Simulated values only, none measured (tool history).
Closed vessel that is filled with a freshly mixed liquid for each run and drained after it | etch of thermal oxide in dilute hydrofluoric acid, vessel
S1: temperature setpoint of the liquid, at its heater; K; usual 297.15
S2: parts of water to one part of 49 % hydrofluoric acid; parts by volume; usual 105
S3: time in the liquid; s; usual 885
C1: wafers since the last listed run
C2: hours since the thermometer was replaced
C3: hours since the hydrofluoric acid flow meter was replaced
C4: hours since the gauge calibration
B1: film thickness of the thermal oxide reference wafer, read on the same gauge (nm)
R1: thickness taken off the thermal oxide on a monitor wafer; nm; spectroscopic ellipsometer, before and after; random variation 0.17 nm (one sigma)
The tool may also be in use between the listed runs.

run 1 hour=0.0 | S1=297.15 S2=135 S3=885 | C1=0 C2=2556.8 C3=1661.3 C4=35.4 | B1=70.01 | R1=31.67
run 2 hour=15.2 | S1=297.15 S2=135 S3=885 | C1=654 C2=2572.0 C3=1676.5 C4=50.6 | B1=69.93 | R1=31.64
run 3 hour=24.1 | S1=297.15 S2=105 S3=885 | C1=383 C2=2580.9 C3=1685.4 C4=59.5 | B1=69.97 | R1=42.55
run 4 hour=36.2 | S1=297.15 S2=130 S3=885 | C1=521 C2=2593.0 C3=1697.5 C4=71.6 | B1=70.02 | R1=32.89
run 5 hour=42.5 | S1=297.15 S2=130 S3=885 | C1=271 C2=2599.3 C3=1703.8 C4=77.9 | B1=70.02 | R1=33.27
run 6 hour=52.2 | S1=297.15 S2=130 S3=885 | C1=417 C2=2609.0 C3=1713.5 C4=87.6 | B1=69.96 | R1=33.27
run 7 hour=66.0 | S1=297.15 S2=105 S3=885 | C1=594 C2=2622.8 C3=1727.3 C4=101.4 | B1=70.01 | R1=41.98
-- hour=70.3 thermometer replaced
run 8 hour=72.5 | S1=297.15 S2=105 S3=885 | C1=236 C2=2.2 C3=1733.8 C4=107.9 | B1=69.98 | R1=37.81
run 9 hour=86.4 | S1=297.15 S2=105 S3=885 | C1=598 C2=16.1 C3=1747.7 C4=121.8 | B1=70.00 | R1=38.02
run 10 hour=97.9 | S1=297.15 S2=105 S3=885 | C1=495 C2=27.6 C3=1759.2 C4=133.3 | B1=69.97 | R1=37.98
run 11 hour=114.5 | S1=297.15 S2=105 S3=885 | C1=715 C2=44.2 C3=1775.8 C4=149.9 | B1=70.06 | R1=38.02
run 12 hour=132.0 | S1=297.15 S2=105 S3=885 | C1=753 C2=61.7 C3=1793.3 C4=167.4 | B1=70.00 | R1=37.98
run 13 hour=145.1 | S1=300.15 S2=90 S3=1090 | C1=564 C2=74.8 C3=1806.4 C4=180.5 | B1=70.00 | R1=63.05
run 14 hour=153.4 | S1=297.15 S2=105 S3=885 | C1=357 C2=83.1 C3=1814.7 C4=188.8 | B1=69.99 | R1=38.05
run 15 hour=169.0 | S1=293.15 S2=105 S3=885 | C1=671 C2=98.7 C3=1830.3 C4=204.4 | B1=70.06 | R1=32.69
run 16 hour=176.2 | S1=297.15 S2=105 S3=885 | C1=310 C2=105.9 C3=1837.5 C4=211.6 | B1=69.98 | R1=37.94
run 17 hour=188.3 | S1=297.15 S2=105 S3=885 | C1=521 C2=118.0 C3=1849.6 C4=223.7 | B1=69.98 | R1=38.13
run 18 hour=196.4 | S1=302.15 S2=105 S3=570 | C1=348 C2=126.1 C3=1857.7 C4=231.8 | B1=69.99 | R1=29.76
run 19 hour=209.0 | S1=302.15 S2=130 S3=885 | C1=542 C2=138.7 C3=1870.3 C4=244.4 | B1=70.01 | R1=36.25
run 20 hour=219.6 | S1=297.15 S2=105 S3=885 | C1=456 C2=149.3 C3=1880.9 C4=255.0 | B1=70.01 | R1=38.16
run 21 hour=232.0 | S1=297.15 S2=105 S3=885 | C1=534 C2=161.7 C3=1893.3 C4=267.4 | B1=70.00 | R1=38.50
run 22 hour=255.9 | S1=297.15 S2=145 S3=885 | C1=1029 C2=185.6 C3=1917.2 C4=291.3 | B1=69.95 | R1=26.27
-- hour=257.8 hydrofluoric acid flow meter replaced
-- hour=263.6 gauge calibrated
run 23 hour=263.7 | S1=293.65 S2=85 S3=700 | C1=292 C2=193.4 C3=5.9 C4=0.1 | B1=70.00 | R1=33.38
run 24 hour=280.7 | S1=298.65 S2=90 S3=1080 | C1=732 C2=210.4 C3=22.9 C4=17.1 | B1=70.05 | R1=59.43
run 25 hour=289.2 | S1=292.65 S2=135 S3=375 | C1=366 C2=218.9 C3=31.4 C4=25.6 | B1=69.99 | R1=10.22
run 26 hour=297.5 | S1=297.15 S2=105 S3=885 | C1=357 C2=227.2 C3=39.7 C4=33.9 | B1=70.00 | R1=38.42
run 27 hour=306.5 | S1=294.65 S2=140 S3=1130 | C1=387 C2=236.2 C3=48.7 C4=42.9 | B1=69.99 | R1=32.02
run 28 hour=323.4 | S1=302.15 S2=145 S3=885 | C1=727 C2=253.1 C3=65.6 C4=59.8 | B1=69.99 | R1=31.88
run 29 hour=333.6 | S1=300.15 S2=90 S3=1090 | C1=439 C2=263.3 C3=75.8 C4=70.0 | B1=69.99 | R1=62.87
run 30 hour=343.0 | S1=293.15 S2=120 S3=1380 | C1=404 C2=272.7 C3=85.2 C4=79.4 | B1=69.95 | R1=43.84
run 31 hour=359.1 | S1=297.15 S2=105 S3=885 | C1=693 C2=288.8 C3=101.3 C4=95.5 | B1=70.02 | R1=38.02
run 32 hour=369.6 | S1=299.65 S2=105 S3=610 | C1=452 C2=299.3 C3=111.8 C4=106.0 | B1=70.02 | R1=29.14
run 33 hour=376.9 | S1=297.15 S2=105 S3=885 | C1=314 C2=306.6 C3=119.1 C4=113.3 | B1=69.98 | R1=38.84

Forecast each of these 5 alternatives for the next run:
run A hour=377.8 | S1=297.15 S2=90 S3=885 | C1=38 C2=307.5 C3=120.0 C4=114.2 | B1=? | R1=?
run B hour=377.8 | S1=292.65 S2=105 S3=885 | C1=38 C2=307.5 C3=120.0 C4=114.2 | B1=? | R1=?
run C hour=377.8 | S1=292.15 S2=75 S3=1135 | C1=38 C2=307.5 C3=120.0 C4=114.2 | B1=? | R1=?
run D hour=377.8 | S1=297.15 S2=140 S3=1020 | C1=38 C2=307.5 C3=120.0 C4=114.2 | B1=? | R1=?
run E hour=377.8 | S1=301.15 S2=105 S3=885 | C1=38 C2=307.5 C3=120.0 C4=114.2 | B1=? | R1=?

run=A B1=70.00 R1=45.98
run=B B1=70.00 R1=32.29
run=C B1=70.00 R1=58.75
run=D B1=70.00 R1=32.06
run=E B1=70.00 R1=45.13
Without the tool's hidden state the same runs would have given:
run=A R1=44.97
run=B R1=31.56
run=C R1=57.39
run=D R1=31.37
run=E R1=44.18

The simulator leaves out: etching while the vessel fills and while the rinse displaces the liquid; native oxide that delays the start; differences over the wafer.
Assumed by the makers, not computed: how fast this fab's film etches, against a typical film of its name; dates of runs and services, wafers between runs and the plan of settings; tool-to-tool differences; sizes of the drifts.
